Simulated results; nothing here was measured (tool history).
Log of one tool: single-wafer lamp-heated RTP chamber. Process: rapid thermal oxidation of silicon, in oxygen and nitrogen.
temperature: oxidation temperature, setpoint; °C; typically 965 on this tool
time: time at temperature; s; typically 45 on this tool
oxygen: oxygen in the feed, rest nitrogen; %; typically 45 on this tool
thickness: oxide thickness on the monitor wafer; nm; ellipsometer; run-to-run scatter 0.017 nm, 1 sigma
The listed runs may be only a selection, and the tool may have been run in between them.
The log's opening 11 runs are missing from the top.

run	hour	temperature	time	oxygen	read-back reference wafer on the same gauge, thickness	thickness
# hour 566.9: gauge calibrated
# hour 572.3: pyrometer window cleaned and pyrometer calibrated
12	608.7	987	55	45	2.875	4.352
13	678.8	987	55	45	2.891	4.322
14	719.8	980	45	51	2.895	3.974
15	787.2	980	45	51	2.905	4.037
16	825.5	980	45	51	2.910	4.004
17	885.6	986	45	45	2.912	3.979
# hour 901.0: oxygen flow controller replaced
18	956.4	973	39	18	2.919	2.930
19	1011.8	977	55	35	2.929	3.829
# hour 1024.0: pyrometer window cleaned and pyrometer calibrated
20	1074.6	965	56	45	2.923	3.854
21	1111.8	949	45	45	2.934	3.280
22	1304.4	938	52	57	2.948	3.446
23	1357.2	965	45	72	2.941	4.079
24	1426.1	965	45	45	2.945	3.565
25	1468.8	989	45	55	2.949	4.414
# hour 1515.6: pyrometer window cleaned and pyrometer calibrated
26	1527.4	946	63	37	2.949	3.454
27	1562.8	974	31	27	2.941	3.025
28	1612.6	946	63	37	2.955	3.455
29	1656.0	965	65	53	2.951	4.299
30	1693.8	937	64	21	2.954	3.033
31	1743.3	965	38	19	2.946	2.944
32	1799.0	965	38	19	2.960	2.907

What if the next run were any one of these 4? Each begins from the tool's condition after run 32:
A	1799.4	965	45	45	?	?
B	1799.4	965	32	73	?	?
C	1799.4	941	45	61	?	?
D	1799.4	981	27	56	?	?

run	read-back reference wafer on the same gauge, thickness	thickness
A	2.958	3.596
B	2.958	3.620
C	2.958	3.392
D	2.958	3.501
What these runs would have given with no unlogged condition in the tool:
run	thickness
A	3.483
B	3.506
C	3.285
D	3.390
